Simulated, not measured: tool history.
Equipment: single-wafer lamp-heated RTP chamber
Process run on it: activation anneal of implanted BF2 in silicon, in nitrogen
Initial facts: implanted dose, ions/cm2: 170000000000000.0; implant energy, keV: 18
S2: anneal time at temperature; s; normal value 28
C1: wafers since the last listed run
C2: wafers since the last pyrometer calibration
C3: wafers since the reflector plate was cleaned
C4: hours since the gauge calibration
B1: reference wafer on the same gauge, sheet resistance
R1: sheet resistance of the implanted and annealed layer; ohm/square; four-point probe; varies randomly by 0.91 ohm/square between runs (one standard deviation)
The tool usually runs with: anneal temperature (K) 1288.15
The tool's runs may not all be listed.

Run 1, hour 0.0: usual settings; C1 0; C2 9024; C3 5922; C4 82.1; B1 682.16. Result: R1 609.31 ohm/square.
Run 2, hour 9.2: usual settings but anneal temperature (K) 1296.15, S2 32 s; C1 81; C2 9105; C3 6003; C4 91.3; B1 682.04. Result: R1 605.49 ohm/square.
Run 3, hour 27.1: usual settings but anneal temperature (K) 1296.15, S2 32 s; C1 158; C2 9263; C3 6161; C4 109.2; B1 682.98. Result: R1 607.81 ohm/square.
Run 4, hour 41.7: usual settings but anneal temperature (K) 1296.15, S2 32 s; C1 129; C2 9392; C3 6290; C4 123.8; B1 682.71. Result: R1 608.17 ohm/square.
Run 5, hour 48.9: usual settings; C1 63; C2 9456; C3 6354; C4 131.0; B1 683.43. Result: R1 608.70 ohm/square.
At hour 95.9: reflector plate cleaned.
Run 6, hour 96.4: usual settings; C1 349; C2 9805; C3 4; C4 178.5; B1 684.84. Result: R1 611.29 ohm/square.
At hour 112.5: pyrometer window cleaned and pyrometer calibrated.
Run 7, hour 113.0: usual settings; C1 76; C2 4; C3 80; C4 195.1; B1 684.62. Result: R1 611.00 ohm/square.
Run 8, hour 121.9: usual settings; C1 78; C2 82; C3 159; C4 204.0; B1 685.51. Result: R1 612.09 ohm/square.
Run 9, hour 143.3: usual settings; C1 189; C2 272; C3 348; C4 225.4; B1 685.78. Result: R1 613.28 ohm/square.
Run 10, hour 152.2: usual settings; C1 78; C2 350; C3 427; C4 234.3; B1 685.90. Result: R1 612.40 ohm/square.
Run 11, hour 162.7: usual settings but anneal temperature (K) 1304.15; C1 92; C2 443; C3 520; C4 244.8; B1 685.91. Result: R1 610.22 ohm/square.
Run 12, hour 173.1: usual settings but anneal temperature (K) 1278.15, S2 41 s; C1 91; C2 535; C3 611; C4 255.2; B1 687.19. Result: R1 611.96 ohm/square.
At hour 187.9: gauge calibrated.
Run 13, hour 189.4: usual settings; C1 144; C2 679; C3 756; C4 1.5; B1 678.07. Result: R1 605.95 ohm/square.
Run 14, hour 206.8: usual settings but anneal temperature (K) 1316.15, S2 18 s; C1 153; C2 833; C3 909; C4 18.9; B1 677.97. Result: R1 608.92 ohm/square.
Run 15, hour 213.3: usual settings but anneal temperature (K) 1314.15, S2 16 s; C1 57; C2 890; C3 967; C4 25.4; B1 678.97. Result: R1 610.77 ohm/square.
Run 16, hour 237.7: usual settings; C1 215; C2 1106; C3 1183; C4 49.8; B1 679.33. Result: R1 608.28 ohm/square.
Run 17, hour 253.4: usual settings but anneal temperature (K) 1280.15, S2 16 s; C1 138; C2 1245; C3 1321; C4 65.5; B1 679.67. Result: R1 613.61 ohm/square.

Run 18, settings as shown, results not yet in. Your forecast:
Run 18, hour 264.7: usual settings; C1 99; C2 1345; C3 1421; C4 76.8; B1 ?. Result: R1 ?.

Run 18 gave B1 680.63, R1 607.67 ohm/square.
On a tool with no hidden condition, and with the same random variation, this run would have come out at R1 605.67 ohm/square.
